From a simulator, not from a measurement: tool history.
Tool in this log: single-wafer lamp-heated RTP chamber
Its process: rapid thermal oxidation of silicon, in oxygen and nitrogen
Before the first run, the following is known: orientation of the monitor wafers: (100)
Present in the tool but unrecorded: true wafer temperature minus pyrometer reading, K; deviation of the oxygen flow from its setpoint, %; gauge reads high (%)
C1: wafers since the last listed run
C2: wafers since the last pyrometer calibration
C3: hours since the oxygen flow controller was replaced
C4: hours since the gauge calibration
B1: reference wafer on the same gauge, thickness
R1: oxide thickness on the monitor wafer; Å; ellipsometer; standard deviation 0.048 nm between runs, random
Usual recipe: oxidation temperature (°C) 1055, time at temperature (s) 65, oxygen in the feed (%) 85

{"run": 1, "hour": 0.0, "oxidation temperature (°C)": 1055, "time at temperature (s)": 72, "oxygen in the feed (%)": 98, "C1": 0, "C2": 2785, "C3": 2806.8, "C4": 349.6, "B1": 9.278, "R1": 97.44}
{"run": 2, "hour": 14.4, "oxidation temperature (°C)": 1055, "time at temperature (s)": 72, "oxygen in the feed (%)": 98, "C1": 192, "C2": 2978, "C3": 2821.2, "C4": 364, "B1": 9.298, "R1": 96.4}
{"run": 3, "hour": 28.2, "oxidation temperature (°C)": 1055, "time at temperature (s)": 65, "oxygen in the feed (%)": 98, "C1": 184, "C2": 3163, "C3": 2835, "C4": 377.8, "B1": 9.281, "R1": 91.6}
{"run": 4, "hour": 62.9, "oxidation temperature (°C)": 1055, "time at temperature (s)": 65, "oxygen in the feed (%)": 98, "C1": 464, "C2": 3628, "C3": 2869.7, "C4": 412.5, "B1": 9.3, "R1": 92.72}
{"run": 5, "hour": 76.8, "oxidation temperature (°C)": 1055, "time at temperature (s)": 65, "oxygen in the feed (%)": 85, "C1": 186, "C2": 3814, "C3": 2883.6, "C4": 426.4, "B1": 9.28, "R1": 86.95}
{"run": 6, "hour": 93.5, "oxidation temperature (°C)": 1055, "time at temperature (s)": 65, "oxygen in the feed (%)": 85, "C1": 223, "C2": 4037, "C3": 2900.3, "C4": 443.1, "B1": 9.299, "R1": 87.1}
{"hour": 103.1, "done": "pyrometer window cleaned and pyrometer calibrated"}
{"run": 7, "hour": 110.8, "oxidation temperature (°C)": 1055, "time at temperature (s)": 65, "oxygen in the feed (%)": 85, "C1": 124, "C2": 102, "C3": 2917.6, "C4": 460.4, "B1": 9.275, "R1": 88.83}
{"hour": 120.0, "done": "gauge calibrated"}
{"run": 8, "hour": 128.4, "oxidation temperature (°C)": 1055, "time at temperature (s)": 65, "oxygen in the feed (%)": 85, "C1": 235, "C2": 338, "C3": 2935.2, "C4": 8.4, "B1": 9.309, "R1": 89.31}
{"run": 9, "hour": 152.6, "oxidation temperature (°C)": 1055, "time at temperature (s)": 90, "oxygen in the feed (%)": 85, "C1": 324, "C2": 662, "C3": 2959.4, "C4": 32.6, "B1": 9.291, "R1": 103.8}
{"run": 10, "hour": 167.8, "oxidation temperature (°C)": 1055, "time at temperature (s)": 90, "oxygen in the feed (%)": 85, "C1": 203, "C2": 866, "C3": 2974.6, "C4": 47.8, "B1": 9.284, "R1": 105.38}
{"run": 11, "hour": 180.4, "oxidation temperature (°C)": 1055, "time at temperature (s)": 65, "oxygen in the feed (%)": 85, "C1": 168, "C2": 1034, "C3": 2987.2, "C4": 60.4, "B1": 9.29, "R1": 90.4}
{"run": 12, "hour": 201.7, "oxidation temperature (°C)": 1055, "time at temperature (s)": 65, "oxygen in the feed (%)": 85, "C1": 285, "C2": 1320, "C3": 3008.5, "C4": 81.7, "B1": 9.292, "R1": 90.48}
{"run": 13, "hour": 230.2, "oxidation temperature (°C)": 1055, "time at temperature (s)": 65, "oxygen in the feed (%)": 85, "C1": 381, "C2": 1701, "C3": 3037, "C4": 110.2, "B1": 9.297, "R1": 89.46}
{"run": 14, "hour": 260.7, "oxidation temperature (°C)": 1085, "time at temperature (s)": 36, "oxygen in the feed (%)": 56, "C1": 408, "C2": 2110, "C3": 3067.5, "C4": 140.7, "B1": 9.295, "R1": 72.92}
{"run": 15, "hour": 277.5, "oxidation temperature (°C)": 1055, "time at temperature (s)": 65, "oxygen in the feed (%)": 85, "C1": 224, "C2": 2335, "C3": 3084.3, "C4": 157.5, "B1": 9.292, "R1": 89.73}
{"hour": 287.6, "done": "pyrometer window cleaned and pyrometer calibrated, repeated, since the last time left the tool worse"}
{"run": 16, "hour": 299.8, "oxidation temperature (°C)": 1042, "time at temperature (s)": 84, "oxygen in the feed (%)": 98, "C1": 191, "C2": 163, "C3": 3106.6, "C4": 179.8, "B1": 9.286, "R1": 93.46}
{"run": 17, "hour": 332.2, "oxidation temperature (°C)": 1073, "time at temperature (s)": 65, "oxygen in the feed (%)": 85, "C1": 433, "C2": 597, "C3": 3139, "C4": 212.2, "B1": 9.283, "R1": 97.8}
{"run": 18, "hour": 353.4, "oxidation temperature (°C)": 1055, "time at temperature (s)": 65, "oxygen in the feed (%)": 85, "C1": 283, "C2": 880, "C3": 3160.2, "C4": 233.4, "B1": 9.297, "R1": 87.22}
{"run": 19, "hour": 366.8, "oxidation temperature (°C)": 1066, "time at temperature (s)": 39, "oxygen in the feed (%)": 71, "C1": 179, "C2": 1060, "C3": 3173.6, "C4": 246.8, "B1": 9.276, "R1": 70.03}
{"hour": 382.4, "done": "oxygen flow controller replaced"}
{"run": 20, "hour": 383.0, "oxidation temperature (°C)": 1039, "time at temperature (s)": 54, "oxygen in the feed (%)": 98, "C1": 109, "C2": 1170, "C3": 0.6, "C4": 263, "B1": 9.304, "R1": 74.65}
{"run": 21, "hour": 402.6, "oxidation temperature (°C)": 1071, "time at temperature (s)": 88, "oxygen in the feed (%)": 75, "C1": 262, "C2": 1432, "C3": 20.2, "C4": 282.6, "B1": 9.305, "R1": 107.09}
{"run": 22, "hour": 421.5, "oxidation temperature (°C)": 1045, "time at temperature (s)": 80, "oxygen in the feed (%)": 98, "C1": 253, "C2": 1685, "C3": 39.1, "C4": 301.5, "B1": 9.317, "R1": 94.48}

Estimate the outcome of run 23 from the log above:
{"run": 23, "hour": 449.6, "oxidation temperature (°C)": 1055, "time at temperature (s)": 65, "oxygen in the feed (%)": 85, "C1": 376, "C2": 2061, "C3": 67.2, "C4": 329.6, "B1": "?", "R1": "?"}

Run 23 measured B1 9.277, R1 87.06 Å.
With no hidden state in the tool, this same run would have given R1 85.02 Å.
